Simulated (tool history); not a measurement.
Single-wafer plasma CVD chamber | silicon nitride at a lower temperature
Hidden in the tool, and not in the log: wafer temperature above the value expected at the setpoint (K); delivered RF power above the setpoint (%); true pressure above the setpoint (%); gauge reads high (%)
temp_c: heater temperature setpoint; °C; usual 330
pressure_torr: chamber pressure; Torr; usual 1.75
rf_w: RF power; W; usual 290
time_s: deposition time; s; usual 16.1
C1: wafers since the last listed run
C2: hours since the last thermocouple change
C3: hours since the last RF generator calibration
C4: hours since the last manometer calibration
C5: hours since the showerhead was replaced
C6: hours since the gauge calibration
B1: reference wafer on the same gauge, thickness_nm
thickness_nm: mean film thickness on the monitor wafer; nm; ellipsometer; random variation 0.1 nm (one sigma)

{"run": 1, "hour": 0.0, "temp_c": 330, "pressure_torr": 1.75, "rf_w": 290, "time_s": 16.1, "C1": 0, "C2": 2283.3, "C3": 1110.7, "C4": 2865.2, "C5": 3021.2, "C6": 574.2, "B1": 17.207, "thickness_nm": 17.245}
{"run": 2, "hour": 17.3, "temp_c": 330, "pressure_torr": 1.75, "rf_w": 290, "time_s": 16.1, "C1": 360, "C2": 2300.6, "C3": 1128.0, "C4": 2882.5, "C5": 3038.5, "C6": 591.5, "B1": 17.203, "thickness_nm": 17.351}
{"hour": 30.2, "done": "showerhead replaced, of another model than before"}
{"run": 3, "hour": 33.9, "temp_c": 330, "pressure_torr": 1.75, "rf_w": 290, "time_s": 16.1, "C1": 179, "C2": 2317.2, "C3": 1144.6, "C4": 2899.1, "C5": 3.7, "C6": 608.1, "B1": 17.241, "thickness_nm": 17.854}
{"run": 4, "hour": 50.5, "temp_c": 330, "pressure_torr": 1.75, "rf_w": 290, "time_s": 16.1, "C1": 345, "C2": 2333.8, "C3": 1161.2, "C4": 2915.7, "C5": 20.3, "C6": 624.7, "B1": 17.21, "thickness_nm": 17.991}
{"run": 5, "hour": 58.0, "temp_c": 340, "pressure_torr": 1.75, "rf_w": 290, "time_s": 16.1, "C1": 156, "C2": 2341.3, "C3": 1168.7, "C4": 2923.2, "C5": 27.8, "C6": 632.2, "B1": 17.153, "thickness_nm": 17.951}
{"run": 6, "hour": 72.9, "temp_c": 330, "pressure_torr": 1.75, "rf_w": 290, "time_s": 16.1, "C1": 310, "C2": 2356.2, "C3": 1183.6, "C4": 2938.1, "C5": 42.7, "C6": 647.1, "B1": 17.179, "thickness_nm": 17.721}
{"hour": 85.3, "done": "RF generator calibrated"}
{"run": 7, "hour": 85.8, "temp_c": 330, "pressure_torr": 1.75, "rf_w": 290, "time_s": 16.1, "C1": 102, "C2": 2369.1, "C3": 0.5, "C4": 2951.0, "C5": 55.6, "C6": 660.0, "B1": 17.227, "thickness_nm": 18.581}
{"run": 8, "hour": 91.0, "temp_c": 330, "pressure_torr": 1.75, "rf_w": 290, "time_s": 16.1, "C1": 108, "C2": 2374.3, "C3": 5.7, "C4": 2956.2, "C5": 60.8, "C6": 665.2, "B1": 17.205, "thickness_nm": 18.406}
{"hour": 102.3, "done": "thermocouple changed; heater temperature recalibrated"}
{"run": 9, "hour": 102.8, "temp_c": 330, "pressure_torr": 1.75, "rf_w": 290, "time_s": 16.1, "C1": 79, "C2": 0.5, "C3": 17.5, "C4": 2968.0, "C5": 72.6, "C6": 677.0, "B1": 17.203, "thickness_nm": 18.628}
{"run": 10, "hour": 114.7, "temp_c": 330, "pressure_torr": 1.75, "rf_w": 290, "time_s": 16.1, "C1": 247, "C2": 12.4, "C3": 29.4, "C4": 2979.9, "C5": 84.5, "C6": 688.9, "B1": 17.21, "thickness_nm": 18.774}
{"hour": 116.7, "done": "gauge calibrated"}
{"run": 11, "hour": 127.6, "temp_c": 330, "pressure_torr": 1.47, "rf_w": 290, "time_s": 16.1, "C1": 268, "C2": 25.3, "C3": 42.3, "C4": 2992.8, "C5": 97.4, "C6": 10.9, "B1": 17.213, "thickness_nm": 17.634}
{"run": 12, "hour": 137.1, "temp_c": 330, "pressure_torr": 1.44, "rf_w": 305, "time_s": 19.0, "C1": 197, "C2": 34.8, "C3": 51.8, "C4": 3002.3, "C5": 106.9, "C6": 20.4, "B1": 17.224, "thickness_nm": 21.319}
{"hour": 162.7, "done": "capacitance manometer re-zeroed and calibrated"}
{"run": 13, "hour": 163.2, "temp_c": 343, "pressure_torr": 1.75, "rf_w": 290, "time_s": 13.7, "C1": 376, "C2": 60.9, "C3": 77.9, "C4": 0.5, "C5": 133.0, "C6": 46.5, "B1": 17.213, "thickness_nm": 15.682}
{"run": 14, "hour": 167.0, "temp_c": 330, "pressure_torr": 1.75, "rf_w": 290, "time_s": 16.1, "C1": 79, "C2": 64.7, "C3": 81.7, "C4": 4.3, "C5": 136.8, "C6": 50.3, "B1": 17.227, "thickness_nm": 18.548}
{"run": 15, "hour": 204.5, "temp_c": 330, "pressure_torr": 1.75, "rf_w": 290, "time_s": 16.1, "C1": 780, "C2": 102.2, "C3": 119.2, "C4": 41.8, "C5": 174.3, "C6": 87.8, "B1": 17.18, "thickness_nm": 18.685}
{"run": 16, "hour": 221.6, "temp_c": 330, "pressure_torr": 1.4, "rf_w": 325, "time_s": 18.0, "C1": 356, "C2": 119.3, "C3": 136.3, "C4": 58.9, "C5": 191.4, "C6": 104.9, "B1": 17.196, "thickness_nm": 20.77}
{"run": 17, "hour": 239.0, "temp_c": 336, "pressure_torr": 1.75, "rf_w": 290, "time_s": 16.1, "C1": 362, "C2": 136.7, "C3": 153.7, "C4": 76.3, "C5": 208.8, "C6": 122.3, "B1": 17.245, "thickness_nm": 18.475}
{"run": 18, "hour": 247.2, "temp_c": 330, "pressure_torr": 1.75, "rf_w": 290, "time_s": 16.1, "C1": 170, "C2": 144.9, "C3": 161.9, "C4": 84.5, "C5": 217.0, "C6": 130.5, "B1": 17.182, "thickness_nm": 18.589}
{"run": 19, "hour": 259.9, "temp_c": 330, "pressure_torr": 1.75, "rf_w": 290, "time_s": 16.1, "C1": 264, "C2": 157.6, "C3": 174.6, "C4": 97.2, "C5": 229.7, "C6": 143.2, "B1": 17.17, "thickness_nm": 18.506}
{"run": 20, "hour": 288.5, "temp_c": 330, "pressure_torr": 2.02, "rf_w": 315, "time_s": 16.1, "C1": 595, "C2": 186.2, "C3": 203.2, "C4": 125.8, "C5": 258.3, "C6": 171.8, "B1": 17.194, "thickness_nm": 20.195}
{"run": 21, "hour": 299.9, "temp_c": 320, "pressure_torr": 1.41, "rf_w": 335, "time_s": 16.1, "C1": 237, "C2": 197.6, "C3": 214.6, "C4": 137.2, "C5": 269.7, "C6": 183.2, "B1": 17.161, "thickness_nm": 18.915}
{"run": 22, "hour": 306.2, "temp_c": 324, "pressure_torr": 1.36, "rf_w": 315, "time_s": 16.1, "C1": 131, "C2": 203.9, "C3": 220.9, "C4": 143.5, "C5": 276.0, "C6": 189.5, "B1": 17.187, "thickness_nm": 17.879}
{"run": 23, "hour": 317.1, "temp_c": 319, "pressure_torr": 1.75, "rf_w": 335, "time_s": 17.5, "C1": 226, "C2": 214.8, "C3": 231.8, "C4": 154.4, "C5": 286.9, "C6": 200.4, "B1": 17.237, "thickness_nm": 22.017}
{"run": 24, "hour": 323.3, "temp_c": 339, "pressure_torr": 1.75, "rf_w": 290, "time_s": 17.0, "C1": 129, "C2": 221.0, "C3": 238.0, "C4": 160.6, "C5": 293.1, "C6": 206.6, "B1": 17.203, "thickness_nm": 19.199}
{"run": 25, "hour": 337.8, "temp_c": 344, "pressure_torr": 1.59, "rf_w": 290, "time_s": 16.1, "C1": 301, "C2": 235.5, "C3": 252.5, "C4": 175.1, "C5": 307.6, "C6": 221.1, "B1": 17.229, "thickness_nm": 17.937}
{"run": 26, "hour": 348.2, "temp_c": 330, "pressure_torr": 1.75, "rf_w": 290, "time_s": 16.1, "C1": 216, "C2": 245.9, "C3": 262.9, "C4": 185.5, "C5": 318.0, "C6": 231.5, "B1": 17.181, "thickness_nm": 18.365}
{"run": 27, "hour": 360.7, "temp_c": 330, "pressure_torr": 1.75, "rf_w": 290, "time_s": 16.1, "C1": 260, "C2": 258.4, "C3": 275.4, "C4": 198.0, "C5": 330.5, "C6": 244.0, "B1": 17.175, "thickness_nm": 18.583}
{"run": 28, "hour": 367.8, "temp_c": 330, "pressure_torr": 1.75, "rf_w": 290, "time_s": 16.1, "C1": 147, "C2": 265.5, "C3": 282.5, "C4": 205.1, "C5": 337.6, "C6": 251.1, "B1": 17.243, "thickness_nm": 18.576}
{"run": 29, "hour": 382.3, "temp_c": 330, "pressure_torr": 1.45, "rf_w": 290, "time_s": 17.0, "C1": 301, "C2": 280.0, "C3": 297.0, "C4": 219.6, "C5": 352.1, "C6": 265.6, "B1": 17.212, "thickness_nm": 18.432}
{"run": 30, "hour": 394.3, "temp_c": 330, "pressure_torr": 1.75, "rf_w": 290, "time_s": 16.1, "C1": 249, "C2": 292.0, "C3": 309.0, "C4": 231.6, "C5": 364.1, "C6": 277.6, "B1": 17.172, "thickness_nm": 18.424}

3 ways to go on from here, each from the tool as it stands after run 30. What would each give?
{"run": "A", "hour": 394.7, "temp_c": 334, "pressure_torr": 1.75, "rf_w": 290, "time_s": 16.1, "C1": 8, "C2": 292.4, "C3": 309.4, "C4": 232.0, "C5": 364.5, "C6": 278.0, "B1": "?", "thickness_nm": "?"}
{"run": "B", "hour": 394.7, "temp_c": 318, "pressure_torr": 1.41, "rf_w": 245, "time_s": 13.8, "C1": 8, "C2": 292.4, "C3": 309.4, "C4": 232.0, "C5": 364.5, "C6": 278.0, "B1": "?", "thickness_nm": "?"}
{"run": "C", "hour": 394.7, "temp_c": 330, "pressure_torr": 1.75, "rf_w": 290, "time_s": 18.1, "C1": 8, "C2": 292.4, "C3": 309.4, "C4": 232.0, "C5": 364.5, "C6": 278.0, "B1": "?", "thickness_nm": "?"}

run=A B1=17.141 thickness_nm=18.352
run=B B1=17.141 thickness_nm=13.476
run=C B1=17.141 thickness_nm=20.656
Without the tool's hidden state the same runs would have given:
run=A thickness_nm=18.659
run=B thickness_nm=13.709
run=C thickness_nm=21.002
